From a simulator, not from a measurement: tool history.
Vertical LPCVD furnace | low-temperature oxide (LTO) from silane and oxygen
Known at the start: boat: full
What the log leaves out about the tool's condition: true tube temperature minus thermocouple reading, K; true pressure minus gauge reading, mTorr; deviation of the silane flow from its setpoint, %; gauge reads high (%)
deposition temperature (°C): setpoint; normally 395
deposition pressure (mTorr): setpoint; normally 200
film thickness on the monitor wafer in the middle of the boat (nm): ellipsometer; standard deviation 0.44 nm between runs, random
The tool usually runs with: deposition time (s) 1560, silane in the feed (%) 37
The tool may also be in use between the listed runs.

run,hour,deposition temperature (°C),deposition pressure (mTorr),deposition time (s),silane in the feed (%),wafers since the last listed run,hours since the last temperature calibration,hours since the pressure gauge was zeroed,hours since the silane flow controller was replaced,hours since the gauge calibration,"read-back reference wafer on the same gauge, thickness",film thickness on the monitor wafer in the middle of the boat (nm)
1,0.0,395,200,1560,37,0,1024.5,2402.3,4272.7,154.9,144.90,180.59
2,20.4,395,200,1560,37,477,1044.9,2422.7,4293.1,175.3,145.06,180.71
3,75.0,395,200,1560,37,1276,1099.5,2477.3,4347.7,229.9,145.05,181.38
4,108.1,395,200,1560,37,774,1132.6,2510.4,4380.8,263.0,145.02,180.19
5,130.3,395,200,1560,39,519,1154.8,2532.6,4403.0,285.2,144.94,193.46
6,152.4,395,200,1560,39,516,1176.9,2554.7,4425.1,307.3,145.07,193.72
7,182.9,395,200,1560,39,713,1207.4,2585.2,4455.6,337.8,144.95,194.11
8,204.6,395,200,1560,37,507,1229.1,2606.9,4477.3,359.5,145.06,180.67
9,230.9,395,200,1560,37,614,1255.4,2633.2,4503.6,385.8,144.98,180.95
10,308.0,395,210,1560,37,1802,1332.5,2710.3,4580.7,462.9,144.93,190.15
# hour 313.8: gauge calibrated
11,326.9,395,210,1560,37,441,1351.4,2729.2,4599.6,13.1,145.06,191.15
12,342.8,395,210,1560,37,371,1367.3,2745.1,4615.5,29.0,144.92,190.87
13,373.1,402,200,1560,37,708,1397.6,2775.4,4645.8,59.3,144.98,195.98
# hour 403.2: pressure gauge zeroed
14,403.7,395,200,1980,37,154,1428.2,0.5,4676.4,89.9,144.98,231.21
15,427.3,384,175,1770,37,551,1451.8,24.1,4700.0,113.5,144.92,158.40
16,456.5,400,200,2130,34,682,1481.0,53.3,4729.2,142.7,145.05,235.01
# hour 482.9: thermocouples replaced and temperature profile calibrated
# hour 491.4: silane flow controller replaced
17,491.9,390,200,1560,37,66,9.0,88.7,0.5,178.1,145.04,169.03
18,559.9,395,200,1560,37,1590,77.0,156.7,68.5,246.1,144.99,177.62
19,594.8,395,215,1560,42,816,111.9,191.6,103.4,281.0,145.04,224.37
20,607.0,395,200,1380,41,285,124.1,203.8,115.6,293.2,145.04,179.37
21,621.2,405,200,1560,37,332,138.3,218.0,129.8,307.4,145.01,199.17
22,639.8,395,200,1560,37,434,156.9,236.6,148.4,326.0,144.99,178.90
23,669.7,395,200,1560,37,699,186.8,266.5,178.3,355.9,144.93,177.67
24,699.0,395,200,1920,40,685,216.1,295.8,207.6,385.2,144.99,243.97
25,717.8,395,200,2160,37,439,234.9,314.6,226.4,404.0,145.00,246.46
# hour 732.6: gauge calibrated
26,747.0,395,220,1560,37,682,264.1,343.8,255.6,14.4,145.01,197.61
27,777.2,387,200,1560,37,706,294.3,374.0,285.8,44.6,145.00,163.91

Consider 3 possible next runs. They are alternatives, not a sequence: every one starts from the tool as it was left by run 27. What does each give?
A,781.2,395,200,1560,37,93,298.3,378.0,289.8,48.6,?,?
B,781.2,383,175,1770,35,93,298.3,378.0,289.8,48.6,?,?
C,781.2,395,160,1560,40,93,298.3,378.0,289.8,48.6,?,?

run,"read-back reference wafer on the same gauge, thickness",film thickness on the monitor wafer in the middle of the boat (nm)
A,145.08,179.38
B,145.08,143.38
C,145.08,158.21
What these runs would have given with no unlogged condition in the tool:
run,film thickness on the monitor wafer in the middle of the boat (nm)
A,178.20
B,142.38
C,157.19

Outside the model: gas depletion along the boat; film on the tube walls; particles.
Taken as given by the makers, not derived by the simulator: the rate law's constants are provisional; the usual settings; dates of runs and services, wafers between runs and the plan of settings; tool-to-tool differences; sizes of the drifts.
